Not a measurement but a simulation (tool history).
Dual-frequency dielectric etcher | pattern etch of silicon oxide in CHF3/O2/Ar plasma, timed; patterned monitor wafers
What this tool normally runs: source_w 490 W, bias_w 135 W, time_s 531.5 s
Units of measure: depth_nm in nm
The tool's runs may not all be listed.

| run | hour | source_w | bias_w | time_s | read-back reference wafer on the same gauge, depth_nm | depth_nm |
|---|---|---|---|---|---|---|
| 1 | 0.0 | 490 | 135 | 531.5 | 873.3 | 885.0 |
|  | 33.2 | wet clean of the chamber |
| 2 | 71.8 | 490 | 135 | 531.5 | 873.8 | 882.7 |
| 3 | 140.8 | 490 | 135 | 531.5 | 871.4 | 881.6 |
| 4 | 291.7 | 490 | 135 | 531.5 | 873.8 | 881.4 |
| 5 | 326.5 | 560 | 135 | 531.5 | 872.1 | 943.5 |
| 6 | 362.0 | 520 | 147 | 531.5 | 873.3 | 924.4 |
|  | 379.3 | gauge calibrated |
| 7 | 395.8 | 490 | 135 | 531.5 | 875.0 | 885.9 |
| 8 | 455.3 | 490 | 124 | 531.5 | 874.0 | 863.0 |
|  | 461.8 | bias power generator calibrated |
| 9 | 510.2 | 580 | 135 | 479.5 | 872.8 | 864.5 |
|  | 578.1 | wet clean of the chamber |
| 10 | 578.6 | 580 | 149 | 531.5 | 873.0 | 988.7 |
| 11 | 600.5 | 420 | 118 | 635.5 | 873.6 | 947.6 |
| 12 | 650.1 | 460 | 153 | 446.5 | 872.6 | 739.3 |
| 13 | 784.9 | 490 | 135 | 531.5 | 873.2 | 884.9 |
| 14 | 848.2 | 490 | 135 | 628.5 | 873.0 | 1045.7 |
| 15 | 902.6 | 560 | 103 | 622.5 | 872.5 | 1044.3 |
| 16 | 950.9 | 430 | 135 | 422.0 | 872.4 | 654.9 |
| 17 | 992.1 | 610 | 135 | 531.5 | 873.9 | 986.9 |
|  | 1016.5 | upper electrode replaced |
|  | 1046.2 | source power generator calibrated |
| 18 | 1050.9 | 490 | 135 | 531.5 | 872.4 | 857.6 |
|  | 1108.2 | wet clean of the chamber |
| 19 | 1108.7 | 430 | 105 | 381.5 | 872.7 | 544.7 |
| 20 | 1156.9 | 390 | 111 | 584.5 | 872.3 | 799.1 |
| 21 | 1201.2 | 560 | 135 | 484.5 | 872.6 | 842.6 |
| 22 | 1263.4 | 490 | 114 | 664.0 | 872.3 | 1036.5 |
| 23 | 1293.7 | 520 | 115 | 624.5 | 872.5 | 1011.0 |
| 24 | 1354.3 | 490 | 124 | 531.5 | 875.0 | 845.5 |
| 25 | 1416.8 | 430 | 123 | 602.0 | 873.0 | 888.8 |
| 26 | 1483.5 | 490 | 144 | 531.5 | 871.8 | 879.4 |
| 27 | 1529.2 | 490 | 135 | 531.5 | 873.9 | 865.3 |
| 28 | 1601.2 | 490 | 135 | 531.5 | 873.1 | 870.5 |
|  | 1681.7 | wet clean of the chamber |
| 29 | 1682.2 | 490 | 135 | 485.0 | 874.0 | 789.8 |

5 options for the next run, each taken on its own from the tool as it stands now. Forecast them:
| A | 1682.8 | 490 | 135 | 531.5 | ? | ? |
| B | 1682.8 | 490 | 135 | 462.0 | ? | ? |
| C | 1682.8 | 490 | 159 | 531.5 | ? | ? |
| D | 1682.8 | 490 | 148 | 531.5 | ? | ? |
| E | 1682.8 | 540 | 135 | 531.5 | ? | ? |

| run | read-back reference wafer on the same gauge, depth_nm | depth_nm |
|---|---|---|
| A | 875.1 | 867.7 |
| B | 875.1 | 754.2 |
| C | 875.1 | 905.6 |
| D | 875.1 | 888.5 |
| E | 875.1 | 912.7 |
With the hidden condition removed and each run's random variation left untouched, the same runs would have given:
| run | depth_nm |
|---|---|
| A | 862.0 |
| B | 749.3 |
| C | 899.6 |
| D | 882.7 |
| E | 906.6 |
